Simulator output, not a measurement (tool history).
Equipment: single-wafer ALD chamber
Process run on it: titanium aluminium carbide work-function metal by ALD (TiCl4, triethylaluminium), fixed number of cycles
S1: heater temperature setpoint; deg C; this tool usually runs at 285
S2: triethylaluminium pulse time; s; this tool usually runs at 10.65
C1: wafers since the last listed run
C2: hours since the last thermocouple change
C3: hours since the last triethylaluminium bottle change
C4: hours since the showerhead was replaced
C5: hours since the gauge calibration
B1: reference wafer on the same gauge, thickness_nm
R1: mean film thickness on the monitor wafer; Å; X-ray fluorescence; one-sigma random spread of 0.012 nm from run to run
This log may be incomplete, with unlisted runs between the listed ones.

| run | hour | S1 | S2 | C1 | C2 | C3 | C4 | C5 | B1 | R1 |
|---|---|---|---|---|---|---|---|---|---|---|
| 1 | 0.0 | 296 | 10.65 | 0 | 747.1 | 876.3 | 2814.3 | 2.9 | 1.612 | 21.01 |
| 2 | 70.4 | 296 | 10.65 | 518 | 817.5 | 946.7 | 2884.7 | 73.3 | 1.608 | 21.04 |
| 3 | 139.7 | 285 | 10.65 | 509 | 886.8 | 1016.0 | 2954.0 | 142.6 | 1.613 | 19.70 |
| 4 | 173.6 | 282 | 12.89 | 249 | 920.7 | 1049.9 | 2987.9 | 176.5 | 1.610 | 19.52 |
| 5 | 206.6 | 282 | 12.89 | 242 | 953.7 | 1082.9 | 3020.9 | 209.5 | 1.604 | 19.78 |
| 6 | 239.0 | 285 | 10.65 | 238 | 986.1 | 1115.3 | 3053.3 | 241.9 | 1.612 | 19.74 |
|  | 269.5 | thermocouple changed; heater temperature recalibrated |
|  | 273.5 | showerhead replaced |
| 7 | 282.1 | 285 | 10.65 | 228 | 12.6 | 1158.4 | 8.6 | 285.0 | 1.608 | 19.71 |
| 8 | 319.1 | 280 | 13.58 | 272 | 49.6 | 1195.4 | 45.6 | 322.0 | 1.610 | 19.41 |
| 9 | 346.5 | 278 | 8.79 | 201 | 77.0 | 1222.8 | 73.0 | 349.4 | 1.610 | 18.78 |
|  | 363.0 | triethylaluminium bottle replaced |
| 10 | 414.3 | 281 | 13.49 | 440 | 144.8 | 51.3 | 140.8 | 417.2 | 1.607 | 19.61 |
| 11 | 460.8 | 273 | 8.70 | 342 | 191.3 | 97.8 | 187.3 | 463.7 | 1.610 | 18.43 |
|  | 478.2 | gauge calibrated |
| 12 | 496.9 | 297 | 13.91 | 265 | 227.4 | 133.9 | 223.4 | 18.7 | 1.609 | 21.13 |
| 13 | 566.2 | 285 | 10.65 | 509 | 296.7 | 203.2 | 292.7 | 88.0 | 1.614 | 19.84 |
| 14 | 595.3 | 271 | 12.49 | 214 | 325.8 | 232.3 | 321.8 | 117.1 | 1.611 | 18.49 |
| 15 | 643.9 | 276 | 10.65 | 357 | 374.4 | 280.9 | 370.4 | 165.7 | 1.614 | 18.86 |

List, for all runs, the conditions of the tool that the log does not record:
wafer temperature above the value expected at the setpoint (K): 0 in every run
triethylaluminium dose above that of a fresh bottle (%): 0 in every run
gauge reads high (%): 0 in every run
